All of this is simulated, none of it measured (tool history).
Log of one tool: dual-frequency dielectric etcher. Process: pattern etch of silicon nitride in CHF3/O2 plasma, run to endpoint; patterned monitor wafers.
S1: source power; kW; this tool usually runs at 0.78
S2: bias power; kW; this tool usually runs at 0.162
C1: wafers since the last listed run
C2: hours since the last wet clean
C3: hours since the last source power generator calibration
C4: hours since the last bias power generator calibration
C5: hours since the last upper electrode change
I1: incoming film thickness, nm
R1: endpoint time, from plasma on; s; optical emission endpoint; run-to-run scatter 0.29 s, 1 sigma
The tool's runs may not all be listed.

run     day    S1     S2   C1     C2      C3      C4      C5     I1    R1
  1       0  0.78  0.132    0  275.4  4457.5  2554.7  2570.9  105.4  71.7
  2   1.379  0.92  0.162  358  308.5  4490.6  2587.8    2604  105.5  61.2
  3   2.129  0.78  0.139  195  326.5  4508.6  2605.8    2622  106.5  70.7
  4     2.7  0.78  0.162  148  340.2  4522.3  2619.5  2635.7  107.7  68.4
  5   3.717  0.78  0.162  264  364.6  4546.7  2643.9  2660.1  106.3  67.9
  6    4.35  0.78  0.162  164  379.8  4561.9  2659.1  2675.3  106.5  67.6
  7   5.004  0.78  0.162  170  395.5  4577.6  2674.8    2691  106.2  66.9
  8   6.396  0.88  0.179  361  428.9    4611  2708.2  2724.4  106.6    61
      7.042  -- bias power generator calibrated
  9   7.638  0.64  0.139  279  458.7  4640.8    14.3  2754.2  106.6    80
      8.238  -- source power generator calibrated
      8.696  -- upper electrode replaced
      9.533  -- wet clean of the chamber
 10   9.554  0.73  0.198  117    0.5    31.6    60.3    20.6  106.3  68.5
 11   9.567  0.78  0.162    3    0.8    31.9    60.6    20.9  107.1  71.3
 12   9.588  0.62  0.176    5    1.3    32.4    61.1    21.4  105.2  79.2
 13  10.725  0.78  0.162  295   28.6    59.7    88.4    48.7    107  70.7
 14  11.254  0.86  0.137  137   41.3    72.4   101.1    61.4  105.6  69.4
 15  12.458  0.78   0.18  313   70.2   101.3     130    90.3  105.1  67.4

Same runs, no hidden state in the tool, same run-to-run variation:
What the log doesn't record here: etch rate over this chamber's usual, %; source power that arrives over what is set, %; bias power that arrives over what is set, %.
run    R1
  1  73.9
  2  63.3
  3  73.3
  4    71
  5  70.6
  6  70.4
  7  69.7
  8  63.8
  9    84
 10  68.2
 11    71
 12  78.8
 13  70.6
 14  69.4
 15  67.6

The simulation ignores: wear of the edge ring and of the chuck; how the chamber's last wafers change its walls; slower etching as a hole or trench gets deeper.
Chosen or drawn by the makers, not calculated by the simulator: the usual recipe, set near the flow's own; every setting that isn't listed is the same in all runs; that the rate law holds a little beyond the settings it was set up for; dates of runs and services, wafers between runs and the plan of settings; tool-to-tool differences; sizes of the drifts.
